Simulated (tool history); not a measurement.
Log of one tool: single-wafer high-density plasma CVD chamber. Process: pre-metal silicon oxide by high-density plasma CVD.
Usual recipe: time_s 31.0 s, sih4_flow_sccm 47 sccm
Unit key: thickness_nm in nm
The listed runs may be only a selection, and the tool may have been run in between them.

run,day,time_s,sih4_flow_sccm,wafers since the last listed run,hours since the silane flow controller was replaced,hours since the gauge calibration,"read-back reference wafer on the same gauge, thickness_nm",thickness_nm
1,0.000,28.0,50,0,1546.9,252.3,161.023,150.880
2,6.042,28.0,50,2731,1691.9,397.3,160.950,150.989
3,8.112,28.0,50,936,1741.6,447.0,160.998,150.347
4,10.758,26.6,47,1196,1805.1,510.5,160.975,134.269
5,12.458,26.6,47,768,1845.9,551.3,161.002,134.606
6,14.621,26.6,47,977,1897.8,603.2,160.984,135.867
7,18.379,31.0,47,1699,1988.0,693.4,161.035,158.859
8,22.229,33.1,40,1740,2080.4,785.8,161.052,144.937
# day 26.167: gauge calibrated
9,26.412,33.1,40,1891,2180.8,5.9,160.986,144.605
10,28.250,33.1,40,830,2224.9,50.0,160.952,144.964
11,29.879,35.7,42,736,2264.0,89.1,160.971,164.319
12,33.696,36.0,55,1725,2355.6,180.7,161.037,216.165
13,37.867,28.6,49,1885,2455.7,280.8,161.028,154.487
14,40.171,36.4,47,1041,2511.0,336.1,160.993,188.486
# day 40.933: silane flow controller replaced
15,44.600,31.0,42,1851,88.0,442.4,161.016,136.041
16,46.162,31.0,47,706,125.5,479.9,160.886,153.187
17,47.825,31.0,47,751,165.4,519.8,160.981,152.544
18,49.825,27.4,50,904,213.4,567.8,161.033,144.074
19,51.954,28.8,53,962,264.5,618.9,160.958,160.565
20,55.429,31.0,47,1570,347.9,702.3,161.027,153.023
21,60.929,31.0,47,2486,479.9,834.3,160.971,152.391

Branching from run 21: 3 alternative next runs. What would each branch give?
A,60.946,28.0,47,7,480.3,834.7,?,?
B,60.946,26.1,47,7,480.3,834.7,?,?
C,60.946,27.3,38,7,480.3,834.7,?,?

run,"read-back reference wafer on the same gauge, thickness_nm",thickness_nm
A,161.065,138.504
B,161.065,129.106
C,161.065,109.183
The same runs, with their run-to-run variation unchanged, on a tool lacking any hidden condition would have given:
run,thickness_nm
A,138.394
B,129.003
C,109.096
